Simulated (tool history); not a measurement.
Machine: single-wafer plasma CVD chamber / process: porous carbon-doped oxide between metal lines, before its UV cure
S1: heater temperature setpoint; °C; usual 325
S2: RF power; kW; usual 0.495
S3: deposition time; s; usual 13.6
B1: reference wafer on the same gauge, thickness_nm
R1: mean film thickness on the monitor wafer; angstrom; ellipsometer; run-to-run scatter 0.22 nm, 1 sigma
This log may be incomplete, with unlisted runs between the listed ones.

{"run": 1, "hour": 0.0, "S1": 325, "S2": 0.495, "S3": 13.6, "B1": 72.186, "R1": 604.98}
{"hour": 34.2, "done": "gauge calibrated"}
{"run": 2, "hour": 60.8, "S1": 325, "S2": 0.495, "S3": 13.6, "B1": 70.162, "R1": 586.77}
{"run": 3, "hour": 131.9, "S1": 325, "S2": 0.495, "S3": 13.6, "B1": 70.539, "R1": 594.36}
{"run": 4, "hour": 276.4, "S1": 325, "S2": 0.425, "S3": 13.6, "B1": 71.079, "R1": 503.38}
{"run": 5, "hour": 311.2, "S1": 325, "S2": 0.425, "S3": 13.6, "B1": 71.23, "R1": 510.18}
{"run": 6, "hour": 364.1, "S1": 325, "S2": 0.425, "S3": 13.6, "B1": 71.298, "R1": 508.92}
{"run": 7, "hour": 391.6, "S1": 315, "S2": 0.495, "S3": 13.6, "B1": 71.288, "R1": 622.45}
{"hour": 422.3, "done": "RF generator calibrated"}
{"run": 8, "hour": 456.7, "S1": 315, "S2": 0.495, "S3": 13.6, "B1": 71.489, "R1": 627.31}
{"hour": 495.1, "done": "showerhead replaced"}
{"hour": 544.8, "done": "thermocouple changed; heater temperature recalibrated"}
{"run": 9, "hour": 618.7, "S1": 325, "S2": 0.495, "S3": 13.6, "B1": 71.5, "R1": 599.08}
{"hour": 656.2, "done": "gauge calibrated"}
{"run": 10, "hour": 667.4, "S1": 325, "S2": 0.495, "S3": 13.6, "B1": 69.85, "R1": 586.35}
{"run": 11, "hour": 695.4, "S1": 325, "S2": 0.495, "S3": 15.9, "B1": 70.024, "R1": 677.67}
{"run": 12, "hour": 751.3, "S1": 334, "S2": 0.495, "S3": 14.8, "B1": 70.33, "R1": 616.35}
{"run": 13, "hour": 810.6, "S1": 315, "S2": 0.495, "S3": 13.6, "B1": 70.586, "R1": 620.05}
{"run": 14, "hour": 836.3, "S1": 325, "S2": 0.545, "S3": 14.6, "B1": 70.804, "R1": 694.73}
{"run": 15, "hour": 878.3, "S1": 317, "S2": 0.545, "S3": 14.7, "B1": 70.936, "R1": 723.76}
{"run": 16, "hour": 945.0, "S1": 317, "S2": 0.425, "S3": 12.2, "B1": 71.134, "R1": 471.0}

Table of differences, measured result less the result of that run with no hidden state. Run-to-run variation is the same in both. Gauge scatter possibly is not:
Hidden state present: wafer temperature above the value expected at the setpoint (K); delivered RF power above the setpoint (%); gauge reads high (%).
run=1 R1=+17.27
run=2 R1=-0.15
run=3 R1=+3.75
run=4 R1=+7.09
run=5 R1=+7.78
run=6 R1=+8.48
run=7 R1=+10.74
run=8 R1=+11.53
run=9 R1=+11.97
run=10 R1=-2.21
run=11 R1=-0.44
run=12 R1=+2.71
run=13 R1=+5.19
run=14 R1=+6.76
run=15 R1=+8.42
run=16 R1=+6.55

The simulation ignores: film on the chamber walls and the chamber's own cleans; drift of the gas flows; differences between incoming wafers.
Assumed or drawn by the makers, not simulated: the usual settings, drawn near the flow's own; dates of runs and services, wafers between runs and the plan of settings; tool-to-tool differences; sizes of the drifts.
